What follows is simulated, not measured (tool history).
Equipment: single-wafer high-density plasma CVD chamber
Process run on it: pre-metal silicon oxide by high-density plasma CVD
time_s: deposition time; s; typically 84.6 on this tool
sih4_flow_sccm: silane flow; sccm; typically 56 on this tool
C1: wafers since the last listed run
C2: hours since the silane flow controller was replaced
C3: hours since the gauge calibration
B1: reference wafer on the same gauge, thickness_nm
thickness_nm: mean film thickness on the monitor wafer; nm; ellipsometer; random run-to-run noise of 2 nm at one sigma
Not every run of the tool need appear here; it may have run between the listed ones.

Run 1, hour 0: usual settings; C1 0; C2 462.9; C3 864.7; B1 497.003. Result: thickness_nm 467.123 nm.
Run 2, hour 39: usual settings; C1 658; C2 501.9; C3 903.7; B1 496.916. Result: thickness_nm 465.113 nm.
Run 3, hour 82.9: usual settings; C1 741; C2 545.8; C3 947.6; B1 496.537. Result: thickness_nm 461.388 nm.
Run 4, hour 176: usual settings but time_s 81.1 s; C1 1571; C2 638.9; C3 1040.7; B1 497.468. Result: thickness_nm 441.576 nm.
Run 5, hour 261.4: usual settings but time_s 81.1 s; C1 1441; C2 724.3; C3 1126.1; B1 497.358. Result: thickness_nm 444.82 nm.
Run 6, hour 313.6: usual settings; C1 881; C2 776.5; C3 1178.3; B1 496.482. Result: thickness_nm 460.066 nm.
Run 7, hour 420.5: usual settings; C1 1804; C2 883.4; C3 1285.2; B1 496.485. Result: thickness_nm 459.999 nm.
Run 8, hour 484.1: usual settings; C1 1073; C2 947; C3 1348.8; B1 496.825. Result: thickness_nm 460.581 nm.
Run 9, hour 568.2: usual settings but sih4_flow_sccm 51 sccm; C1 1419; C2 1031.1; C3 1432.9; B1 496.691. Result: thickness_nm 418.398 nm.
Run 10, hour 627.5: usual settings but sih4_flow_sccm 47 sccm; C1 1001; C2 1090.4; C3 1492.2; B1 497.008. Result: thickness_nm 383.927 nm.
Run 11, hour 684.3: usual settings but sih4_flow_sccm 47 sccm; C1 958; C2 1147.2; C3 1549; B1 497.098. Result: thickness_nm 382.723 nm.
Run 12, hour 724.3: usual settings; C1 675; C2 1187.2; C3 1589; B1 496.874. Result: thickness_nm 455.936 nm.
Run 13, hour 787.7: usual settings; C1 1070; C2 1250.6; C3 1652.4; B1 496.769. Result: thickness_nm 460.08 nm.
Run 14, hour 893.5: usual settings; C1 1785; C2 1356.4; C3 1758.2; B1 496.867. Result: thickness_nm 455.201 nm.
Run 15, hour 942.5: usual settings; C1 827; C2 1405.4; C3 1807.2; B1 497.542. Result: thickness_nm 456.519 nm.
Run 16, hour 1031.9: usual settings but time_s 93 s, sih4_flow_sccm 51 sccm; C1 1509; C2 1494.8; C3 1896.6; B1 496.816. Result: thickness_nm 453.043 nm.
At hour 1046.9: gauge calibrated.
Run 17, hour 1113.7: usual settings but time_s 81.1 s; C1 1380; C2 1576.6; C3 66.8; B1 497.123. Result: thickness_nm 437.686 nm.
Run 18, hour 1157.8: usual settings but time_s 99.3 s; C1 744; C2 1620.7; C3 110.9; B1 497.358. Result: thickness_nm 533.588 nm.
At hour 1207.3: silane flow controller replaced.
Run 19, hour 1207.8: usual settings but sih4_flow_sccm 65 sccm; C1 708; C2 0.5; C3 160.9; B1 496.433. Result: thickness_nm 558.768 nm.
Run 20, hour 1259.7: usual settings but time_s 92.8 s, sih4_flow_sccm 52 sccm; C1 876; C2 52.4; C3 212.8; B1 496.82. Result: thickness_nm 486.808 nm.
Run 21, hour 1359: usual settings but time_s 75.3 s, sih4_flow_sccm 66 sccm; C1 1676; C2 151.7; C3 312.1; B1 497.312. Result: thickness_nm 496.028 nm.
Run 22, hour 1423.8: usual settings but time_s 68.3 s, sih4_flow_sccm 60 sccm; C1 1093; C2 216.5; C3 376.9; B1 497.029. Result: thickness_nm 408.331 nm.
Run 23, hour 1515.4: usual settings but time_s 77.2 s, sih4_flow_sccm 61 sccm; C1 1546; C2 308.1; C3 468.5; B1 497.395. Result: thickness_nm 470.688 nm.
Run 24, hour 1615.1: usual settings but time_s 70.3 s, sih4_flow_sccm 46 sccm; C1 1683; C2 407.8; C3 568.2; B1 496.786. Result: thickness_nm 318.454 nm.
Run 25, hour 1720.5: usual settings; C1 1779; C2 513.2; C3 673.6; B1 496.629. Result: thickness_nm 468.951 nm.
Run 26, hour 1826.2: usual settings but time_s 79.5 s, sih4_flow_sccm 67 sccm; C1 1784; C2 618.9; C3 779.3; B1 496.47. Result: thickness_nm 522.934 nm.
Run 27, hour 1934.2: usual settings but time_s 92.5 s, sih4_flow_sccm 62 sccm; C1 1823; C2 726.9; C3 887.3; B1 496.655. Result: thickness_nm 563.203 nm.
Run 28, hour 2019.5: usual settings but time_s 78.3 s, sih4_flow_sccm 62 sccm; C1 1439; C2 812.2; C3 972.6; B1 497.101. Result: thickness_nm 470.761 nm.
Run 29, hour 2127.4: usual settings; C1 1821; C2 920.1; C3 1080.5; B1 497.483. Result: thickness_nm 458.57 nm.
Run 30, hour 2188.4: usual settings but time_s 100.3 s, sih4_flow_sccm 51 sccm; C1 1029; C2 981.1; C3 1141.5; B1 497.279. Result: thickness_nm 496.227 nm.

Hidden state, per run?
gauge reads high (%): 0 across all the runs
H1: delivered silane flow above the setpoint (%)
run      H1
  1   -3.41
  2   -3.56
  3   -3.72
  4   -4.02
  5   -4.26
  6   -4.38
  7   -4.61
  8   -4.72
  9   -4.85
 10   -4.93
 11      -5
 12   -5.05
 13   -5.11
 14    -5.2
 15   -5.24
 16    -5.3
 17   -5.34
 18   -5.37
 19  -0.192
 20   -0.67
 21   -1.47
 22   -1.91
 23   -2.46
 24   -2.96
 25   -3.39
 26   -3.75
 27   -4.05
 28   -4.25
 29   -4.46
 30   -4.56
